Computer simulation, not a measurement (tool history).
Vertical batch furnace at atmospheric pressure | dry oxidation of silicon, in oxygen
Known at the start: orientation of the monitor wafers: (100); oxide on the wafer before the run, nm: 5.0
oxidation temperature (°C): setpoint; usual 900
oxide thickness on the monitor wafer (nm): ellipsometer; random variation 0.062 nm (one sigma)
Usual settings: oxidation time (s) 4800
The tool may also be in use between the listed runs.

run    hour  oxidation temperature (°C)  oxidation time (s)  wafers since the last listed run  hours since the last temperature calibration  hours since the boat lift was adjusted  hours since the gauge calibration  read-back reference wafer on the same gauge, thickness  oxide thickness on the monitor wafer (nm)
  1       0                         900                4800                                 0                                        2487.2                                  1366.8                              627.3                                                    23.7                                      23.05
  2    35.2                         900                4800                               529                                        2522.4                                    1402                              662.5                                                   23.71                                      22.95
  3    77.4                         900                4800                               634                                        2564.6                                  1444.2                              704.7                                                   23.69                                      22.96
  4   121.4                         900                4800                               661                                        2608.6                                  1488.2                              748.7                                                   23.69                                      23.03
      132.8  -- gauge calibrated
  5   157.6                         900                4800                               544                                        2644.8                                  1524.4                               24.8                                                   23.72                                      23.02
  6     190                         912                5430                               487                                        2677.2                                  1556.8                               57.2                                                   23.71                                      27.55
  7   258.4                         912                5430                              1028                                        2745.6                                  1625.2                              125.6                                                   23.71                                      27.58
  8     295                         912                5430                               550                                        2782.2                                  1661.8                              162.2                                                   23.72                                      27.66
  9   343.2                         900                4800                               725                                        2830.4                                    1710                              210.4                                                    23.7                                      23.04
 10   403.8                         900                4800                               911                                          2891                                  1770.6                                271                                                    23.7                                      22.92
 11   472.9                         900                4800                              1039                                        2960.1                                  1839.7                              340.1                                                   23.69                                      22.99
 12   555.7                         900                4800                              1245                                        3042.9                                  1922.5                              422.9                                                   23.68                                      23.02
 13   593.5                         900                4800                               568                                        3080.7                                  1960.3                              460.7                                                   23.69                                      23.06
 14   640.3                         900                4800                               703                                        3127.5                                  2007.1                              507.5                                                   23.73                                      22.97
 15   682.2                         885                4800                               630                                        3169.4                                    2049                              549.4                                                   23.73                                       20.1
 16   718.8                         900                4800                               550                                          3206                                  2085.6                                586                                                   23.69                                      22.88
 17   784.7                         888                5760                               991                                        3271.9                                  2151.5                              651.9                                                   23.67                                      22.94
 18   821.3                         900                4800                               550                                        3308.5                                  2188.1                              688.5                                                   23.72                                      22.96
        860  -- gauge calibrated
      871.1  -- boat lift adjusted
 19   871.6                         914                2910                               395                                        3358.8                                     0.5                               11.6                                                    23.7                                      19.39
 20   905.4                         909                6390                               508                                        3392.6                                    34.3                               45.4                                                   23.71                                      29.77
      941.8  -- thermocouples replaced and temperature profile calibrated
 21   958.9                         880                4800                               443                                          17.1                                    87.8                               98.9                                                   23.69                                      19.16
 22  1019.2                         900                4800                               907                                          77.4                                   148.1                              159.2                                                   23.71                                      22.97
 23  1044.9                         920                3570                               386                                         103.1                                   173.8                              184.9                                                    23.7                                      23.01
 24  1093.7                         885                6360                               734                                         151.9                                   222.6                              233.7                                                   23.72                                      23.64
 25  1125.4                         890                4800                               476                                         183.6                                   254.3                              265.4                                                    23.7                                      20.95
 26  1190.6                         878                2430                               980                                         248.8                                   319.5                              330.6                                                   23.68                                      13.01
 27  1225.9                         900                3510                               530                                         284.1                                   354.8                              365.9                                                   23.71                                      19.06
 28  1263.2                         889                3360                               561                                         321.4                                   392.1                              403.2                                                    23.7                                      16.87
 29  1303.2                         907                6210                               601                                         361.4                                   432.1                              443.2                                                    23.7                                      28.71
 30  1337.5                         888                6630                               515                                         395.7                                   466.4                              477.5                                                    23.7                                      24.92

The tool's hidden state at each run:
true tube temperature minus thermocouple reading, K: 0 in every run
monitor wafer colder than the profiled boat position, K: 0 in every run
gauge reads high (%): 0 in every run
